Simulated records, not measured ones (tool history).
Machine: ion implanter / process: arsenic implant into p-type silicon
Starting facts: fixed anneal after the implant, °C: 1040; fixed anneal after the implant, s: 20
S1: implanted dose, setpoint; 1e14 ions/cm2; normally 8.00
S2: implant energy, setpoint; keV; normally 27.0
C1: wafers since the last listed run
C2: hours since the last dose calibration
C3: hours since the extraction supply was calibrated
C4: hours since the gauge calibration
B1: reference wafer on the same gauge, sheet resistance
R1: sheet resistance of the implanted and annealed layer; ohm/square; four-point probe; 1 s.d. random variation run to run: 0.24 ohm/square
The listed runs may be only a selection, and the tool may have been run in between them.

{"run": 1, "hour": 0.0, "S1": 8.0, "S2": 27.0, "C1": 0, "C2": 989.4, "C3": 2021.0, "C4": 88.6, "B1": 161.01, "R1": 137.14}
{"run": 2, "hour": 9.5, "S1": 8.0, "S2": 27.0, "C1": 141, "C2": 998.9, "C3": 2030.5, "C4": 98.1, "B1": 160.98, "R1": 137.53}
{"run": 3, "hour": 19.7, "S1": 8.0, "S2": 27.0, "C1": 151, "C2": 1009.1, "C3": 2040.7, "C4": 108.3, "B1": 160.99, "R1": 137.59}
{"run": 4, "hour": 35.0, "S1": 8.0, "S2": 27.0, "C1": 227, "C2": 1024.4, "C3": 2056.0, "C4": 123.6, "B1": 160.94, "R1": 137.36}
{"run": 5, "hour": 47.4, "S1": 8.0, "S2": 27.0, "C1": 184, "C2": 1036.8, "C3": 2068.4, "C4": 136.0, "B1": 160.95, "R1": 137.63}
{"run": 6, "hour": 62.7, "S1": 8.0, "S2": 22.5, "C1": 227, "C2": 1052.1, "C3": 2083.7, "C4": 151.3, "B1": 161.06, "R1": 141.05}
{"run": 7, "hour": 69.1, "S1": 8.0, "S2": 22.5, "C1": 95, "C2": 1058.5, "C3": 2090.1, "C4": 157.7, "B1": 160.98, "R1": 141.45}
{"run": 8, "hour": 81.7, "S1": 8.0, "S2": 22.5, "C1": 187, "C2": 1071.1, "C3": 2102.7, "C4": 170.3, "B1": 160.93, "R1": 141.35}
{"run": 9, "hour": 89.7, "S1": 8.0, "S2": 27.0, "C1": 118, "C2": 1079.1, "C3": 2110.7, "C4": 178.3, "B1": 161.02, "R1": 137.62}
{"run": 10, "hour": 101.6, "S1": 8.0, "S2": 27.0, "C1": 176, "C2": 1091.0, "C3": 2122.6, "C4": 190.2, "B1": 161.0, "R1": 137.32}
{"run": 11, "hour": 118.8, "S1": 8.0, "S2": 27.0, "C1": 255, "C2": 1108.2, "C3": 2139.8, "C4": 207.4, "B1": 161.01, "R1": 137.91}
{"run": 12, "hour": 127.1, "S1": 8.0, "S2": 27.0, "C1": 123, "C2": 1116.5, "C3": 2148.1, "C4": 215.7, "B1": 161.01, "R1": 137.25}
{"run": 13, "hour": 133.7, "S1": 8.0, "S2": 27.0, "C1": 98, "C2": 1123.1, "C3": 2154.7, "C4": 222.3, "B1": 160.96, "R1": 137.03}
{"run": 14, "hour": 144.8, "S1": 8.0, "S2": 22.0, "C1": 164, "C2": 1134.2, "C3": 2165.8, "C4": 233.4, "B1": 161.05, "R1": 140.94}
{"run": 15, "hour": 153.9, "S1": 8.0, "S2": 35.0, "C1": 135, "C2": 1143.3, "C3": 2174.9, "C4": 242.5, "B1": 160.96, "R1": 132.15}
{"run": 16, "hour": 165.8, "S1": 8.0, "S2": 27.0, "C1": 176, "C2": 1155.2, "C3": 2186.8, "C4": 254.4, "B1": 160.99, "R1": 137.35}
{"run": 17, "hour": 173.2, "S1": 8.0, "S2": 27.0, "C1": 109, "C2": 1162.6, "C3": 2194.2, "C4": 261.8, "B1": 160.94, "R1": 137.26}
{"run": 18, "hour": 182.1, "S1": 10.35, "S2": 30.5, "C1": 132, "C2": 1171.5, "C3": 2203.1, "C4": 270.7, "B1": 161.06, "R1": 113.33}
{"run": 19, "hour": 189.5, "S1": 9.36, "S2": 31.5, "C1": 109, "C2": 1178.9, "C3": 2210.5, "C4": 278.1, "B1": 161.02, "R1": 120.49}

Predict the results of run 20:
{"hour": 199.3, "done": "extraction supply calibrated"}
{"hour": 201.4, "done": "Faraday cup replaced and dose calibrated"}
{"run": 20, "hour": 201.9, "S1": 8.0, "S2": 30.5, "C1": 34, "C2": 0.5, "C3": 2.6, "C4": 290.5, "B1": "?", "R1": "?"}

Run 20 measured B1 161.08, R1 139.68 ohm/square.
The same run, on a tool lacking any hidden state, would have yielded R1 139.31 ohm/square.

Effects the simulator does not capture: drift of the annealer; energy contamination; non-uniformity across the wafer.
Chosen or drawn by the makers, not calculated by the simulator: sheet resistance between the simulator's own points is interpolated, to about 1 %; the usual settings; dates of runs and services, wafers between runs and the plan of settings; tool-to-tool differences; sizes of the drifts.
